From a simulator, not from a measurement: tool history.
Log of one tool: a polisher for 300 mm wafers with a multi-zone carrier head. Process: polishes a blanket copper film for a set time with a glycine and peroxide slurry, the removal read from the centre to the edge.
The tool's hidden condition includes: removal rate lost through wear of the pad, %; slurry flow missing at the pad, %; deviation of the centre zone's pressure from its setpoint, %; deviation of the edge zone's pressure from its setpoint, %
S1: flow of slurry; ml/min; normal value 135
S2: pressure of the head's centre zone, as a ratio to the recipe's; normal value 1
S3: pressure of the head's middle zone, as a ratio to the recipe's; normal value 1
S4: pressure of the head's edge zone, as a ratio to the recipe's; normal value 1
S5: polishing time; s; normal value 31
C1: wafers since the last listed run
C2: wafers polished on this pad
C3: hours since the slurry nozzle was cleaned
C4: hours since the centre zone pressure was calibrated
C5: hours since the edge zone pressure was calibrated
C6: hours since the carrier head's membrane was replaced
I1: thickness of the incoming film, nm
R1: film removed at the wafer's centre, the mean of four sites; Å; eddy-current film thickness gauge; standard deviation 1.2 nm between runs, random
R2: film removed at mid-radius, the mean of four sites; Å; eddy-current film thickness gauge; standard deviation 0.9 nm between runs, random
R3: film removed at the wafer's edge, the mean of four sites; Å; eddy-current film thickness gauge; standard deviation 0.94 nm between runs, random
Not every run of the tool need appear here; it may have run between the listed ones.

run   hour   S1    S2    S3    S4  S5   C1    C2     C3     C4     C5      C6      I1    R1    R2    R3
  1      0  135     1     1     1  31    0   112  878.6  701.2  676.7  1374.8  2340.9   900   945   988
  2   13.6  135     1     1     1  31  161   274  892.2  714.8  690.3  1388.4  2358.1   910   921   990
  3     43  135     1     1     1  31  349   624  921.6  744.2  719.7  1417.8  2324.5   879   920   978
  4   56.1  135     1     1     1  31  155   779  934.7  757.3  732.8  1430.9  2350.9   889   917   960
  5   70.7  135     1     1     1  31  173   953  949.3  771.9  747.4  1445.5    2349   896   919   976
        84  -- slurry nozzle cleaned
      96.7  -- worn pad replaced by a new one
  6  103.7  135  0.95     1     1  31  332    83   19.7  804.9  780.4  1478.5  2377.5   992  1060  1071
  7  117.8  135     1     1     1  31  167   250   33.8    819  794.5  1492.6  2325.4  1019  1059  1058
  8  135.4  135  0.95  1.08     1  31  209   460   51.4  836.6  812.1  1510.2  2320.3   998  1128  1060
  9  149.2  175     1     1  0.89  31  164   624   65.2  850.4  825.9    1524  2318.6  1076  1111  1054
     161.8  -- edge zone pressure recalibrated
     169.7  -- carrier head's membrane replaced by a new one
 10  175.5  135     1     1     1  31  229   853   91.5  876.7   13.7     5.8  2340.6  1027  1041  1050
 11  196.1  115  0.94   0.9     1  31  244  1098  112.1  897.3   34.3    26.4    2360   927   935  1036
     205.8  -- centre zone pressure recalibrated
 12  214.1  110  1.05  0.91  0.88  31  190  1288  130.1    8.3   52.3    44.4  2331.7  1017   927   972
       229  -- worn pad replaced by a new one
 13  235.4  175     1     1     1  22  205    76  151.4   29.6   73.6    65.7  2322.5   788   785   770
 14  267.7  175     1     1     1  22  384   460  183.7   61.9  105.9      98  2340.1   752   762   759

What was the tool's hidden state at every run in the log?
removal rate lost through wear of the pad, %: 0 in every run
deviation of the centre zone's pressure from its setpoint, %: 0 in every run
deviation of the edge zone's pressure from its setpoint, %: 0 in every run
H1: slurry flow missing at the pad, %
run    H1
  1  40.8
  2  41.5
  3  42.8
  4  43.4
  5  44.1
  6  2.29
  7  2.93
  8  3.74
  9  4.37
 10  5.58
 11  6.52
 12  7.34
 13  8.32
 14   9.8

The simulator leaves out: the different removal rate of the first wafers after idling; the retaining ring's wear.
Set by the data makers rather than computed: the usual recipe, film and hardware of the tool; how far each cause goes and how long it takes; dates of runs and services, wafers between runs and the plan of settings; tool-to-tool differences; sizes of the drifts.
